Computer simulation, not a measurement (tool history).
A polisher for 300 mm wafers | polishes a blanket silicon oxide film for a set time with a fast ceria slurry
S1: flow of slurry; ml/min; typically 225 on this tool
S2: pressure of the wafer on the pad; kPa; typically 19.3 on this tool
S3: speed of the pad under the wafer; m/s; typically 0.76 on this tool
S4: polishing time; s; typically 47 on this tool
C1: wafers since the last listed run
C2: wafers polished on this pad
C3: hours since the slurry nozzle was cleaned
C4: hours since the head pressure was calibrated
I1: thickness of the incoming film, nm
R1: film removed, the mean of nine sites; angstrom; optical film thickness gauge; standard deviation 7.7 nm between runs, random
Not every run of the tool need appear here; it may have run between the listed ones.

{"run": 1, "hour": 0.0, "S1": 285, "S2": 19.3, "S3": 0.76, "S4": 47, "C1": 0, "C2": 676, "C3": 42.1, "C4": 1344.9, "I1": 1553.6, "R1": 6237}
{"hour": 12.8, "done": "worn pad replaced by a new one"}
{"run": 2, "hour": 34.6, "S1": 285, "S2": 19.3, "S3": 0.76, "S4": 47, "C1": 339, "C2": 241, "C3": 76.7, "C4": 1379.5, "I1": 1569.6, "R1": 6189}
{"run": 3, "hour": 58.2, "S1": 225, "S2": 19.3, "S3": 0.76, "S4": 44, "C1": 261, "C2": 503, "C3": 100.3, "C4": 1403.1, "I1": 1584.9, "R1": 5621}
{"run": 4, "hour": 79.5, "S1": 225, "S2": 19.3, "S3": 0.76, "S4": 44, "C1": 236, "C2": 739, "C3": 121.6, "C4": 1424.4, "I1": 1539.1, "R1": 5677}
{"hour": 95.9, "done": "worn pad replaced by a new one"}
{"run": 5, "hour": 96.4, "S1": 225, "S2": 19.3, "S3": 0.76, "S4": 44, "C1": 143, "C2": 5, "C3": 138.5, "C4": 1441.3, "I1": 1589, "R1": 5675}
{"run": 6, "hour": 109.7, "S1": 225, "S2": 17.9, "S3": 0.76, "S4": 47, "C1": 147, "C2": 153, "C3": 151.8, "C4": 1454.6, "I1": 1589.2, "R1": 5565}
{"run": 7, "hour": 143.1, "S1": 200, "S2": 19.3, "S3": 0.76, "S4": 47, "C1": 370, "C2": 523, "C3": 185.2, "C4": 1488, "I1": 1570.5, "R1": 5772}
{"hour": 177.2, "done": "worn pad replaced by a new one"}
{"run": 8, "hour": 177.8, "S1": 200, "S2": 19.3, "S3": 0.76, "S4": 47, "C1": 340, "C2": 6, "C3": 219.9, "C4": 1522.7, "I1": 1574.4, "R1": 5720}
{"hour": 191.7, "done": "slurry nozzle cleaned"}
{"run": 9, "hour": 213.4, "S1": 225, "S2": 16.5, "S3": 0.76, "S4": 43, "C1": 383, "C2": 390, "C3": 21.7, "C4": 1558.3, "I1": 1600.1, "R1": 4812}
{"run": 10, "hour": 227.0, "S1": 285, "S2": 19.3, "S3": 0.76, "S4": 47, "C1": 150, "C2": 541, "C3": 35.3, "C4": 1571.9, "I1": 1578.4, "R1": 6244}
{"run": 11, "hour": 254.0, "S1": 180, "S2": 19.3, "S3": 0.64, "S4": 53, "C1": 299, "C2": 840, "C3": 62.3, "C4": 1598.9, "I1": 1567.7, "R1": 5732}
{"hour": 274.0, "done": "worn pad replaced by a new one"}
{"run": 12, "hour": 280.2, "S1": 225, "S2": 19.3, "S3": 0.88, "S4": 47, "C1": 246, "C2": 68, "C3": 88.5, "C4": 1625.1, "I1": 1577.2, "R1": 6865}
{"hour": 316.1, "done": "head pressure recalibrated"}
{"run": 13, "hour": 316.6, "S1": 225, "S2": 19.3, "S3": 0.64, "S4": 41, "C1": 381, "C2": 450, "C3": 124.9, "C4": 0.5, "I1": 1589.3, "R1": 4458}
{"run": 14, "hour": 339.9, "S1": 225, "S2": 15.9, "S3": 0.52, "S4": 47, "C1": 258, "C2": 709, "C3": 148.2, "C4": 23.8, "I1": 1549.2, "R1": 3383}
{"hour": 357.7, "done": "worn pad replaced by a new one"}
{"run": 15, "hour": 360.8, "S1": 225, "S2": 19.3, "S3": 0.76, "S4": 44, "C1": 187, "C2": 34, "C3": 169.1, "C4": 44.7, "I1": 1560.6, "R1": 5528}
{"run": 16, "hour": 374.3, "S1": 260, "S2": 19.3, "S3": 0.7, "S4": 51, "C1": 149, "C2": 184, "C3": 182.6, "C4": 58.2, "I1": 1565.7, "R1": 5932}
{"run": 17, "hour": 406.4, "S1": 225, "S2": 19.3, "S3": 0.76, "S4": 47, "C1": 356, "C2": 540, "C3": 214.7, "C4": 90.3, "I1": 1574.6, "R1": 5786}
{"hour": 410.4, "done": "slurry nozzle cleaned"}
{"run": 18, "hour": 429.3, "S1": 160, "S2": 19.3, "S3": 0.68, "S4": 47, "C1": 243, "C2": 783, "C3": 18.9, "C4": 113.2, "I1": 1555.8, "R1": 5277}

Predict each of these 4 candidate next runs independently; none follows another, all start after run 18:
{"run": "A", "hour": 429.7, "S1": 225, "S2": 19.3, "S3": 0.76, "S4": 47, "C1": 4, "C2": 787, "C3": 19.3, "C4": 113.6, "I1": 1571.9, "R1": "?"}
{"run": "B", "hour": 429.7, "S1": 180, "S2": 23.4, "S3": 0.76, "S4": 47, "C1": 4, "C2": 787, "C3": 19.3, "C4": 113.6, "I1": 1571.9, "R1": "?"}
{"run": "C", "hour": 429.7, "S1": 200, "S2": 19.3, "S3": 0.76, "S4": 60, "C1": 4, "C2": 787, "C3": 19.3, "C4": 113.6, "I1": 1571.9, "R1": "?"}
{"run": "D", "hour": 429.7, "S1": 225, "S2": 13.8, "S3": 0.96, "S4": 47, "C1": 4, "C2": 787, "C3": 19.3, "C4": 113.6, "I1": 1571.9, "R1": "?"}

run=A R1=6080
run=B R1=7210
run=C R1=7668
run=D R1=5486
Without the tool's unlogged condition, the same runs would have read:
run=A R1=6092
run=B R1=7227
run=C R1=7685
run=D R1=5497
